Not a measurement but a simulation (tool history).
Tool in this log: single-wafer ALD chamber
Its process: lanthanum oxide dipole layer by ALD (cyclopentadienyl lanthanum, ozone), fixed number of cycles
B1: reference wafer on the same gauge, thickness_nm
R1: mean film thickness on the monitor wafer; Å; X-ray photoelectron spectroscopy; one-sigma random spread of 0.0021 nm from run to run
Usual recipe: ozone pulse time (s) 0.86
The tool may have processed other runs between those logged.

run 1 hour=0.0 | ozone_pulse_time_(s)=0.86 | B1=0.449 | R1=4.99
run 2 hour=245.4 | ozone_pulse_time_(s)=0.86 | B1=0.449 | R1=4.94
run 3 hour=316.0 | ozone_pulse_time_(s)=0.98 | B1=0.449 | R1=5.33
run 4 hour=358.8 | ozone_pulse_time_(s)=0.98 | B1=0.449 | R1=5.33
run 5 hour=403.2 | ozone_pulse_time_(s)=0.98 | B1=0.449 | R1=5.34
run 6 hour=471.5 | ozone_pulse_time_(s)=0.86 | B1=0.449 | R1=4.95
run 7 hour=515.9 | ozone_pulse_time_(s)=0.86 | B1=0.449 | R1=4.99
run 8 hour=558.1 | ozone_pulse_time_(s)=0.86 | B1=0.449 | R1=5.00
run 9 hour=628.7 | ozone_pulse_time_(s)=0.86 | B1=0.449 | R1=4.97
run 10 hour=670.2 | ozone_pulse_time_(s)=0.86 | B1=0.449 | R1=5.00
run 11 hour=707.5 | ozone_pulse_time_(s)=0.86 | B1=0.449 | R1=4.98
run 12 hour=758.7 | ozone_pulse_time_(s)=0.86 | B1=0.449 | R1=4.99
run 13 hour=812.2 | ozone_pulse_time_(s)=0.77 | B1=0.449 | R1=4.60
run 14 hour=871.4 | ozone_pulse_time_(s)=1.05 | B1=0.450 | R1=5.48
run 15 hour=948.1 | ozone_pulse_time_(s)=0.86 | B1=0.448 | R1=4.97
run 16 hour=1012.1 | ozone_pulse_time_(s)=0.53 | B1=0.448 | R1=2.76
run 17 hour=1069.4 | ozone_pulse_time_(s)=0.86 | B1=0.450 | R1=5.00
run 18 hour=1167.5 | ozone_pulse_time_(s)=0.65 | B1=0.449 | R1=3.86
run 19 hour=1226.7 | ozone_pulse_time_(s)=0.97 | B1=0.449 | R1=5.32
run 20 hour=1347.9 | ozone_pulse_time_(s)=0.86 | B1=0.449 | R1=4.96
run 21 hour=1449.5 | ozone_pulse_time_(s)=0.63 | B1=0.449 | R1=3.72
run 22 hour=1517.7 | ozone_pulse_time_(s)=1.08 | B1=0.449 | R1=5.52
run 23 hour=1587.9 | ozone_pulse_time_(s)=0.74 | B1=0.449 | R1=4.43
run 24 hour=1626.3 | ozone_pulse_time_(s)=0.59 | B1=0.448 | R1=3.39
run 25 hour=1711.3 | ozone_pulse_time_(s)=1.03 | B1=0.449 | R1=5.39
run 26 hour=1765.8 | ozone_pulse_time_(s)=0.98 | B1=0.450 | R1=5.33
run 27 hour=1844.6 | ozone_pulse_time_(s)=0.53 | B1=0.449 | R1=2.77

Removed from this log: 4 entries logged between the listed runs. Between which two listed runs does each belong, and how does the tool's hidden state at the listed run before it compare with that at the listed run after it?
Runs 8 to 9: ozone generator serviced (hour 609.4)
  the hidden state is the same at both runs
Runs 13 to 14: thermocouple changed; heater temperature recalibrated (hour 835.0)
  the hidden state is the same at both runs
Runs 17 to 18: gauge calibrated (hour 1153.3)
  the hidden state is the same at both runs
Runs 19 to 20: showerhead replaced (hour 1299.0)
  the hidden state is the same at both runs

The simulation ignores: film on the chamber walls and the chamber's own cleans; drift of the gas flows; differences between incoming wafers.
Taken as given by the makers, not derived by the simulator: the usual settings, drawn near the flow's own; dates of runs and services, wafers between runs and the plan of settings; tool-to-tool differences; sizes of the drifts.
